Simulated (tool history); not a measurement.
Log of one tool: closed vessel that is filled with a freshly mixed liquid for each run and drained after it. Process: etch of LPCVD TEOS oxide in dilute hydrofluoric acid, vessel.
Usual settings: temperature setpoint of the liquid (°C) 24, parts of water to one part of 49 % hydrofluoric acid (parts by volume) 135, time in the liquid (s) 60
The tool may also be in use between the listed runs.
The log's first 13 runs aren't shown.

run     day  temperature setpoint of the liquid (°C)  parts of water to one part of 49 % hydrofluoric acid (parts by volume)  time in the liquid (s)  read-back film thickness of the LPCVD TEOS oxide reference wafer, read on the same gauge (nm)  thickness taken off the LPCVD TEOS oxide on a monitor wafer (Å)
 14  46.021                                       24                                                                     135                      60                                                                                          59.99                                                            188.3
 15  50.371                                       19                                                                     135                      60                                                                                          59.98                                                            154.2
 16  52.925                                       24                                                                      75                      90                                                                                          59.99                                                            536.9
 17  55.267                                       22                                                                     135                      30                                                                                          60.05                                                             85.5
 18  59.738                                       24                                                                     135                      60                                                                                             60                                                            183.6
     60.571  -- hydrofluoric acid flow meter replaced
 19  61.621                                       24                                                                     135                      80                                                                                          59.99                                                            245.8
 20  65.471                                     20.5                                                                     200                      45                                                                                          59.96                                                             75.3
 21  69.258                                     22.5                                                                     105                      60                                                                                          59.97                                                            230.3
 22  80.412                                       22                                                                     135                      60                                                                                          60.05                                                            163.8
     83.871  -- gauge calibrated
 23  84.862                                       24                                                                     135                      45                                                                                             60                                                              134

The next listed run, before its measurement:
 24  86.642                                     25.5                                                                     165                      95                                                                                              ?                                                                ?

Run 24 gave read-back film thickness of the LPCVD TEOS oxide reference wafer, read on the same gauge (nm) 60.04, thickness taken off the LPCVD TEOS oxide on a monitor wafer (Å) 237.9.
Without the tool's hidden state the same run would have given thickness taken off the LPCVD TEOS oxide on a monitor wafer (Å) 252.2.
